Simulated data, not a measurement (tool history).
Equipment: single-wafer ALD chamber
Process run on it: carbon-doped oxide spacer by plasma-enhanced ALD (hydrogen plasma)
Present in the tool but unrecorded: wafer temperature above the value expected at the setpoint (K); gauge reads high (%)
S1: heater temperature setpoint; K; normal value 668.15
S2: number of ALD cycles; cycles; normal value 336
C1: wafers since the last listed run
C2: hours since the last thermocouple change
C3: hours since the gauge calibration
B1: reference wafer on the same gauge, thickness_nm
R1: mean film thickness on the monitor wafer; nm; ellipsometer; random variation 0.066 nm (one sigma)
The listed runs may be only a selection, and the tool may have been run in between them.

{"run": 1, "day": 0.0, "S1": 668.15, "S2": 336, "C1": 0, "C2": 1282.8, "C3": 415.8, "B1": 14.579, "R1": 14.968}
{"run": 2, "day": 0.596, "S1": 668.15, "S2": 336, "C1": 16, "C2": 1297.1, "C3": 430.1, "B1": 14.562, "R1": 14.76}
{"run": 3, "day": 3.883, "S1": 668.15, "S2": 336, "C1": 89, "C2": 1376.0, "C3": 509.0, "B1": 14.513, "R1": 14.951}
{"run": 4, "day": 4.996, "S1": 668.15, "S2": 336, "C1": 30, "C2": 1402.7, "C3": 535.7, "B1": 14.537, "R1": 14.871}
{"run": 5, "day": 6.229, "S1": 668.15, "S2": 336, "C1": 33, "C2": 1432.3, "C3": 565.3, "B1": 14.541, "R1": 14.892}
{"run": 6, "day": 6.942, "S1": 668.15, "S2": 336, "C1": 19, "C2": 1449.4, "C3": 582.4, "B1": 14.505, "R1": 14.817}
{"run": 7, "day": 8.312, "S1": 678.15, "S2": 336, "C1": 37, "C2": 1482.3, "C3": 615.3, "B1": 14.53, "R1": 14.623}
{"run": 8, "day": 9.392, "S1": 663.15, "S2": 336, "C1": 29, "C2": 1508.2, "C3": 641.2, "B1": 14.501, "R1": 14.828}
{"run": 9, "day": 9.942, "S1": 668.15, "S2": 336, "C1": 15, "C2": 1521.4, "C3": 654.4, "B1": 14.504, "R1": 14.897}
{"run": 10, "day": 10.533, "S1": 668.15, "S2": 336, "C1": 16, "C2": 1535.6, "C3": 668.6, "B1": 14.499, "R1": 14.781}
{"run": 11, "day": 11.742, "S1": 668.15, "S2": 336, "C1": 33, "C2": 1564.6, "C3": 697.6, "B1": 14.464, "R1": 14.899}
{"run": 12, "day": 12.662, "S1": 668.15, "S2": 336, "C1": 25, "C2": 1586.7, "C3": 719.7, "B1": 14.464, "R1": 14.855}
{"run": 13, "day": 13.188, "S1": 668.15, "S2": 336, "C1": 14, "C2": 1599.3, "C3": 732.3, "B1": 14.471, "R1": 14.744}
{"run": 14, "day": 14.65, "S1": 668.15, "S2": 291, "C1": 40, "C2": 1634.4, "C3": 767.4, "B1": 14.486, "R1": 12.76}
{"run": 15, "day": 15.442, "S1": 659.15, "S2": 387, "C1": 21, "C2": 1653.4, "C3": 786.4, "B1": 14.444, "R1": 17.193}
{"run": 16, "day": 16.383, "S1": 659.15, "S2": 387, "C1": 25, "C2": 1676.0, "C3": 809.0, "B1": 14.458, "R1": 17.029}
{"run": 17, "day": 16.979, "S1": 661.15, "S2": 312, "C1": 16, "C2": 1690.3, "C3": 823.3, "B1": 14.451, "R1": 13.722}
{"run": 18, "day": 18.371, "S1": 668.15, "S2": 294, "C1": 38, "C2": 1723.7, "C3": 856.7, "B1": 14.429, "R1": 12.831}
{"run": 19, "day": 19.329, "S1": 659.15, "S2": 386, "C1": 26, "C2": 1746.7, "C3": 879.7, "B1": 14.414, "R1": 16.816}
{"run": 20, "day": 20.683, "S1": 682.15, "S2": 292, "C1": 37, "C2": 1779.2, "C3": 912.2, "B1": 14.394, "R1": 12.595}
{"run": 21, "day": 21.612, "S1": 668.15, "S2": 367, "C1": 25, "C2": 1801.5, "C3": 934.5, "B1": 14.409, "R1": 16.073}
{"day": 22.683, "done": "thermocouple changed; heater temperature recalibrated"}
{"run": 22, "day": 22.971, "S1": 657.15, "S2": 311, "C1": 28, "C2": 6.9, "C3": 967.1, "B1": 14.415, "R1": 13.468}
{"run": 23, "day": 24.988, "S1": 675.15, "S2": 290, "C1": 55, "C2": 55.3, "C3": 1015.5, "B1": 14.382, "R1": 12.755}
{"run": 24, "day": 25.746, "S1": 661.15, "S2": 307, "C1": 20, "C2": 73.5, "C3": 1033.7, "B1": 14.371, "R1": 13.479}
{"day": 26.929, "done": "gauge calibrated"}
{"run": 25, "day": 26.95, "S1": 656.15, "S2": 359, "C1": 32, "C2": 102.4, "C3": 0.5, "B1": 14.641, "R1": 16.024}
{"run": 26, "day": 28.196, "S1": 676.15, "S2": 402, "C1": 34, "C2": 132.3, "C3": 30.4, "B1": 14.633, "R1": 17.797}
{"run": 27, "day": 31.033, "S1": 668.15, "S2": 336, "C1": 77, "C2": 200.4, "C3": 98.5, "B1": 14.616, "R1": 15.036}
{"run": 28, "day": 32.467, "S1": 668.15, "S2": 336, "C1": 39, "C2": 234.8, "C3": 132.9, "B1": 14.583, "R1": 14.968}
{"run": 29, "day": 33.354, "S1": 658.15, "S2": 379, "C1": 24, "C2": 256.1, "C3": 154.2, "B1": 14.593, "R1": 16.798}
{"run": 30, "day": 34.496, "S1": 656.15, "S2": 336, "C1": 31, "C2": 283.5, "C3": 181.6, "B1": 14.588, "R1": 14.92}
{"run": 31, "day": 35.446, "S1": 668.15, "S2": 336, "C1": 25, "C2": 306.3, "C3": 204.4, "B1": 14.59, "R1": 14.869}
{"run": 32, "day": 36.429, "S1": 672.15, "S2": 293, "C1": 26, "C2": 329.9, "C3": 228.0, "B1": 14.565, "R1": 12.976}
{"run": 33, "day": 37.112, "S1": 662.15, "S2": 364, "C1": 18, "C2": 346.3, "C3": 244.4, "B1": 14.575, "R1": 16.188}
{"run": 34, "day": 37.996, "S1": 668.15, "S2": 336, "C1": 24, "C2": 367.5, "C3": 265.6, "B1": 14.561, "R1": 14.913}
{"run": 35, "day": 39.475, "S1": 668.15, "S2": 336, "C1": 40, "C2": 403.0, "C3": 301.1, "B1": 14.552, "R1": 14.923}
{"run": 36, "day": 40.0, "S1": 661.15, "S2": 298, "C1": 14, "C2": 415.6, "C3": 313.7, "B1": 14.522, "R1": 13.193}

What if the next run were any one of these 4? Each begins from the tool's condition after run 36:
{"run": "A", "day": 40.038, "S1": 668.15, "S2": 336, "C1": 1, "C2": 416.5, "C3": 314.6, "B1": "?", "R1": "?"}
{"run": "B", "day": 40.038, "S1": 673.15, "S2": 273, "C1": 1, "C2": 416.5, "C3": 314.6, "B1": "?", "R1": "?"}
{"run": "C", "day": 40.038, "S1": 663.15, "S2": 282, "C1": 1, "C2": 416.5, "C3": 314.6, "B1": "?", "R1": "?"}
{"run": "D", "day": 40.038, "S1": 668.15, "S2": 375, "C1": 1, "C2": 416.5, "C3": 314.6, "B1": "?", "R1": "?"}

run=A B1=14.532 R1=14.854
run=B B1=14.532 R1=12.069
run=C B1=14.532 R1=12.467
run=D B1=14.532 R1=16.578
What these runs would have given with no unlogged condition in the tool:
run=A R1=15.019
run=B R1=12.203
run=C R1=12.605
run=D R1=16.762
